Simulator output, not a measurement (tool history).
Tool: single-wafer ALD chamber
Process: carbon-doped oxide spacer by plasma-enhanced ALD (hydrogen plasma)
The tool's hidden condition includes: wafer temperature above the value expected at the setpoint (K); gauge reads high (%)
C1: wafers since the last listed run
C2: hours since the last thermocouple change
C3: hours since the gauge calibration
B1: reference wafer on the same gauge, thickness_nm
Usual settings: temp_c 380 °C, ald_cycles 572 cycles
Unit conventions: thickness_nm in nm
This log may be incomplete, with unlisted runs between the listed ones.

Run 1, day 0: usual settings; C1 0; C2 1072.9; C3 414.1; B1 34.565. Result: thickness_nm 31.389 nm.
Run 2, day 1.292: usual settings; C1 19; C2 1103.9; C3 445.1; B1 34.653. Result: thickness_nm 31.315 nm.
Run 3, day 4.496: usual settings; C1 49; C2 1180.8; C3 522; B1 34.794. Result: thickness_nm 31.349 nm.
Run 4, day 5.1: usual settings; C1 9; C2 1195.3; C3 536.5; B1 34.708. Result: thickness_nm 31.386 nm.
Run 5, day 6.054: usual settings; C1 14; C2 1218.2; C3 559.4; B1 34.811. Result: thickness_nm 31.596 nm.
Run 6, day 6.867: usual settings; C1 12; C2 1237.7; C3 578.9; B1 34.82. Result: thickness_nm 31.551 nm.
Run 7, day 8.358: usual settings; C1 23; C2 1273.5; C3 614.7; B1 34.832. Result: thickness_nm 31.73 nm.
Run 8, day 9.346: usual settings but ald_cycles 601 cycles; C1 15; C2 1297.2; C3 638.4; B1 34.92. Result: thickness_nm 33.057 nm.
Run 9, day 10.062: usual settings but ald_cycles 601 cycles; C1 11; C2 1314.4; C3 655.6; B1 34.954. Result: thickness_nm 32.886 nm.
Run 10, day 11.046: usual settings but ald_cycles 601 cycles; C1 15; C2 1338; C3 679.2; B1 35.001. Result: thickness_nm 33.106 nm.
Run 11, day 11.633: usual settings but temp_c 370 °C, ald_cycles 623 cycles; C1 9; C2 1352.1; C3 693.3; B1 34.964. Result: thickness_nm 34.111 nm.
Run 12, day 12.171: usual settings but temp_c 370 °C, ald_cycles 623 cycles; C1 8; C2 1365; C3 706.2; B1 34.888. Result: thickness_nm 34.407 nm.
Run 13, day 13.146: usual settings but temp_c 370 °C, ald_cycles 623 cycles; C1 15; C2 1388.4; C3 729.6; B1 34.954. Result: thickness_nm 34.392 nm.
At day 13.546: gauge calibrated.
Run 14, day 14.154: usual settings but temp_c 390 °C; C1 15; C2 1412.6; C3 14.6; B1 33.796. Result: thickness_nm 30.451 nm.
Run 15, day 15.1: usual settings; C1 14; C2 1435.3; C3 37.3; B1 33.812. Result: thickness_nm 30.297 nm.
Run 16, day 16.504: usual settings; C1 21; C2 1469; C3 71; B1 33.937. Result: thickness_nm 30.62 nm.
Run 17, day 17.625: usual settings; C1 17; C2 1495.9; C3 97.9; B1 33.876. Result: thickness_nm 30.593 nm.
Run 18, day 18.446: usual settings; C1 12; C2 1515.6; C3 117.6; B1 33.878. Result: thickness_nm 30.402 nm.
Run 19, day 19.546: usual settings; C1 17; C2 1542; C3 144; B1 33.931. Result: thickness_nm 30.684 nm.
Run 20, day 20.55: usual settings; C1 15; C2 1566.1; C3 168.1; B1 34.055. Result: thickness_nm 30.652 nm.
Run 21, day 21.792: usual settings; C1 19; C2 1595.9; C3 197.9; B1 34.028. Result: thickness_nm 30.626 nm.
Run 22, day 23.067: usual settings but temp_c 394 °C, ald_cycles 660 cycles; C1 19; C2 1626.5; C3 228.5; B1 34.027. Result: thickness_nm 35.625 nm.
Run 23, day 24.088: usual settings; C1 15; C2 1651; C3 253; B1 34.102. Result: thickness_nm 30.883 nm.
Run 24, day 24.721: usual settings but temp_c 374 °C, ald_cycles 458 cycles; C1 9; C2 1666.2; C3 268.2; B1 34.037. Result: thickness_nm 24.623 nm.
Run 25, day 25.621: usual settings but temp_c 370 °C, ald_cycles 623 cycles; C1 13; C2 1687.8; C3 289.8; B1 34.134. Result: thickness_nm 33.366 nm.
Run 26, day 29.688: usual settings but temp_c 392 °C, ald_cycles 604 cycles; C1 62; C2 1785.4; C3 387.4; B1 34.216. Result: thickness_nm 32.624 nm.
Run 27, day 30.438: usual settings but temp_c 375 °C; C1 11; C2 1803.4; C3 405.4; B1 34.324. Result: thickness_nm 31.108 nm.
Run 28, day 31.008: usual settings but temp_c 374 °C, ald_cycles 461 cycles; C1 8; C2 1817.1; C3 419.1; B1 34.214. Result: thickness_nm 25.187 nm.
Run 29, day 32.25: usual settings; C1 19; C2 1846.9; C3 448.9; B1 34.292. Result: thickness_nm 31.135 nm.
At day 33.742: thermocouple changed; heater temperature recalibrated.
Run 30, day 33.762: usual settings; C1 18; C2 0.5; C3 485.2; B1 34.436. Result: thickness_nm 31.165 nm.
Run 31, day 34.358: usual settings but temp_c 373 °C, ald_cycles 610 cycles; C1 9; C2 14.8; C3 499.5; B1 34.413. Result: thickness_nm 33.191 nm.
Run 32, day 35.362: usual settings but temp_c 366 °C, ald_cycles 629 cycles; C1 15; C2 38.9; C3 523.6; B1 34.481. Result: thickness_nm 33.996 nm.
Run 33, day 36.346: usual settings; C1 15; C2 62.5; C3 547.2; B1 34.505. Result: thickness_nm 31.184 nm.
Run 34, day 37.071: usual settings but temp_c 393 °C, ald_cycles 679 cycles; C1 11; C2 79.9; C3 564.6; B1 34.492. Result: thickness_nm 36.959 nm.
Run 35, day 38.388: usual settings; C1 20; C2 111.5; C3 596.2; B1 34.552. Result: thickness_nm 31.372 nm.
At day 38.612: gauge calibrated.
Run 36, day 40.242: usual settings; C1 28; C2 156; C3 39.1; B1 33.71. Result: thickness_nm 30.44 nm.
Run 37, day 40.754: usual settings but ald_cycles 520 cycles; C1 7; C2 168.3; C3 51.4; B1 33.628. Result: thickness_nm 27.33 nm.
Run 38, day 41.475: usual settings; C1 11; C2 185.6; C3 68.7; B1 33.746. Result: thickness_nm 30.254 nm.
Run 39, day 42.012: usual settings but temp_c 385 °C, ald_cycles 656 cycles; C1 8; C2 198.5; C3 81.6; B1 33.703. Result: thickness_nm 34.91 nm.
Run 40, day 43.075: usual settings but temp_c 368 °C, ald_cycles 628 cycles; C1 16; C2 224; C3 107.1; B1 33.775. Result: thickness_nm 33.376 nm.
Run 41, day 44.158: usual settings but ald_cycles 678 cycles; C1 16; C2 250; C3 133.1; B1 33.776. Result: thickness_nm 36.371 nm.
Run 42, day 45.375: usual settings; C1 18; C2 279.2; C3 162.3; B1 33.823. Result: thickness_nm 30.475 nm.
Run 43, day 46.762: usual settings but ald_cycles 629 cycles; C1 21; C2 312.5; C3 195.6; B1 33.879. Result: thickness_nm 33.914 nm.
Run 44, day 47.692: usual settings but temp_c 394 °C, ald_cycles 659 cycles; C1 14; C2 334.8; C3 217.9; B1 33.892. Result: thickness_nm 35.463 nm.
Run 45, day 48.962: usual settings but ald_cycles 625 cycles; C1 19; C2 365.3; C3 248.4; B1 33.974. Result: thickness_nm 33.884 nm.
Run 46, day 49.762: usual settings but temp_c 373 °C, ald_cycles 673 cycles; C1 12; C2 384.5; C3 267.6; B1 33.92. Result: thickness_nm 36.034 nm.

Here are 4 independent what-if runs from the current tool condition. What would each one return?
Run A, day 49.817: usual settings; C1 0; C2 385.8; C3 268.9; B1 ?. Result: thickness_nm ?.
Run B, day 49.817: usual settings but temp_c 392 °C, ald_cycles 636 cycles; C1 0; C2 385.8; C3 268.9; B1 ?. Result: thickness_nm ?.
Run C, day 49.817: usual settings but temp_c 391 °C; C1 0; C2 385.8; C3 268.9; B1 ?. Result: thickness_nm ?.
Run D, day 49.817: usual settings but temp_c 393 °C, ald_cycles 661 cycles; C1 0; C2 385.8; C3 268.9; B1 ?. Result: thickness_nm ?.

run      B1  thickness_nm
  A  34.035        30.718
  B  34.035        34.155
  C  34.035        30.718
  D  34.035        35.497
Had the tool no hidden state, the same runs would have come out as:
run  thickness_nm
  A        30.557
  B        33.976
  C        30.557
  D        35.311
